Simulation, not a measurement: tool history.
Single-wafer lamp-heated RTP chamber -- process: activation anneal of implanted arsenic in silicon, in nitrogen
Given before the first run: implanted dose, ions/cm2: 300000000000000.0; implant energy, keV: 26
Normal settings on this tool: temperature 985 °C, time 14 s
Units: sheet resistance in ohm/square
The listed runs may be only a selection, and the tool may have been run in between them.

| run | hour | temperature | time | read-back reference wafer on the same gauge, sheet resistance | sheet resistance |
|---|---|---|---|---|---|
| 1 | 0.0 | 985 | 14 | 274.21 | 286.08 |
| 2 | 48.7 | 985 | 14 | 274.40 | 286.17 |
| 3 | 111.0 | 967 | 14 | 274.70 | 287.14 |
|  | 154.2 | reflector plate cleaned |
| 4 | 171.5 | 967 | 14 | 274.96 | 288.09 |
|  | 186.4 | pyrometer window cleaned and pyrometer calibrated |
| 5 | 221.1 | 966 | 16 | 275.15 | 287.15 |
| 6 | 274.0 | 985 | 16 | 275.29 | 287.31 |
| 7 | 340.5 | 985 | 18 | 275.58 | 287.26 |
|  | 385.3 | reflector plate cleaned |
| 8 | 392.0 | 985 | 18 | 275.79 | 286.52 |
| 9 | 460.2 | 985 | 18 | 276.01 | 287.14 |
|  | 468.4 | gauge calibrated |
|  | 471.5 | pyrometer window cleaned and pyrometer calibrated |
| 10 | 487.6 | 997 | 11 | 273.57 | 285.76 |
| 11 | 551.9 | 1008 | 18 | 273.93 | 282.79 |
|  | 624.2 | reflector plate cleaned |
| 12 | 624.7 | 985 | 14 | 274.20 | 285.58 |
| 13 | 684.6 | 985 | 14 | 274.51 | 286.09 |
|  | 719.0 | pyrometer window cleaned and pyrometer calibrated |
| 14 | 748.3 | 1013 | 6 | 274.65 | 287.77 |
| 15 | 788.2 | 993 | 10 | 274.88 | 287.27 |
|  | 830.3 | reflector plate cleaned |
| 16 | 847.7 | 1005 | 22 | 275.04 | 283.66 |
| 17 | 873.0 | 966 | 16 | 275.27 | 288.38 |
| 18 | 910.8 | 971 | 16 | 275.41 | 287.20 |

Run-by-run hidden state of the tool:
true wafer temperature minus pyrometer reading, K: 0 at every run
wafer temperature error from the tarnished reflector plate, K: 0 at every run
H1: gauge reads high (%)
| run | H1 |
|---|---|
| 1 | 0.445 |
| 2 | 0.516 |
| 3 | 0.606 |
| 4 | 0.695 |
| 5 | 0.767 |
| 6 | 0.844 |
| 7 | 0.941 |
| 8 | 1.02 |
| 9 | 1.12 |
| 10 | 0.231 |
| 11 | 0.324 |
| 12 | 0.43 |
| 13 | 0.518 |
| 14 | 0.61 |
| 15 | 0.668 |
| 16 | 0.755 |
| 17 | 0.792 |
| 18 | 0.847 |

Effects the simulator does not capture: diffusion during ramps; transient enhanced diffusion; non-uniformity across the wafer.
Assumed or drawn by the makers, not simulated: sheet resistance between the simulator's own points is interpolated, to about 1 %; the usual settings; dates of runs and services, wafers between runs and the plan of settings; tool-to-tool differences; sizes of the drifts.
